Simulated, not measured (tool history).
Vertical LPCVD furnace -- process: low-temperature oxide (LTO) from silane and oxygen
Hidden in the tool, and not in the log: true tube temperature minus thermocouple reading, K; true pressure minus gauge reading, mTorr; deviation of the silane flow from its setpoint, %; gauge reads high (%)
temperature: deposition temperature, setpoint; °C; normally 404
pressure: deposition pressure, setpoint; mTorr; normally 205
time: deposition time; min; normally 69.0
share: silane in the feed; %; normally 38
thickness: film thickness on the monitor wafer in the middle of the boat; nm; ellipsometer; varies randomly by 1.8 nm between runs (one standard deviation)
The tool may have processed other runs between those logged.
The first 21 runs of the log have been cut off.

run    hour  temperature  pressure  time  share  wafers since the last listed run  hours since the last temperature calibration  hours since the pressure gauge was zeroed  hours since the silane flow controller was replaced  hours since the gauge calibration  read-back reference wafer on the same gauge, thickness  thickness
 22  1984.2          410       180  80.5     33                              1802                                         440.4                                      318.9                                                324.8                              537.9                                                  693.78     549.24
 23  2034.9          412       205  51.5     38                               853                                         491.1                                      369.6                                                375.5                              588.6                                                  694.49     489.08
 24  2117.2          395       240  94.5     32                              1386                                         573.4                                      451.9                                                457.8                              670.9                                                  693.20     692.30
 25  2154.6          394       190  60.5     38                               629                                         610.8                                      489.3                                                495.2                              708.3                                                  694.08     437.15
 26  2190.9          404       205  69.0     38                               611                                         647.1                                      525.6                                                531.5                              744.6                                                  694.19     605.70
 27  2281.9          404       205  69.0     38                              1532                                         738.1                                      616.6                                                622.5                              835.6                                                  693.72     600.40
 28  2362.1          404       205  55.0     32                              1350                                         818.3                                      696.8                                                702.7                              915.8                                                  694.43     383.81
 29  2425.1          404       205  51.0     43                              1061                                         881.3                                      759.8                                                765.7                              978.8                                                  693.51     517.11
 30  2479.9          404       170  92.5     35                               922                                         936.1                                      814.6                                                820.5                             1033.6                                                  694.58     602.20
 31  2546.7          400       205  69.0     38                              1125                                        1002.9                                      881.4                                                887.3                             1100.4                                                  694.09     577.72
 32  2627.9          404       205  69.0     42                              1367                                        1084.1                                      962.6                                                968.5                             1181.6                                                  693.37     682.19

Predict each of these 3 candidate next runs independently; none follows another, all start after run 32:
  A  2633.0          404       205  69.0     38                                85                                        1089.2                                      967.7                                                973.6                             1186.7                                                       ?          ?
  B  2633.0          400       250  79.0     34                                85                                        1089.2                                      967.7                                                973.6                             1186.7                                                       ?          ?
  C  2633.0          396       250  80.5     45                                85                                        1089.2                                      967.7                                                973.6                             1186.7                                                       ?          ?

run  read-back reference wafer on the same gauge, thickness  thickness
  A                                                  693.80     602.74
  B                                                  693.80     694.93
  C                                                  693.80     952.26
Stripped of hidden state, with their random variation kept, the same runs would have yielded:
run  thickness
  A     597.79
  B     690.24
  C     945.84

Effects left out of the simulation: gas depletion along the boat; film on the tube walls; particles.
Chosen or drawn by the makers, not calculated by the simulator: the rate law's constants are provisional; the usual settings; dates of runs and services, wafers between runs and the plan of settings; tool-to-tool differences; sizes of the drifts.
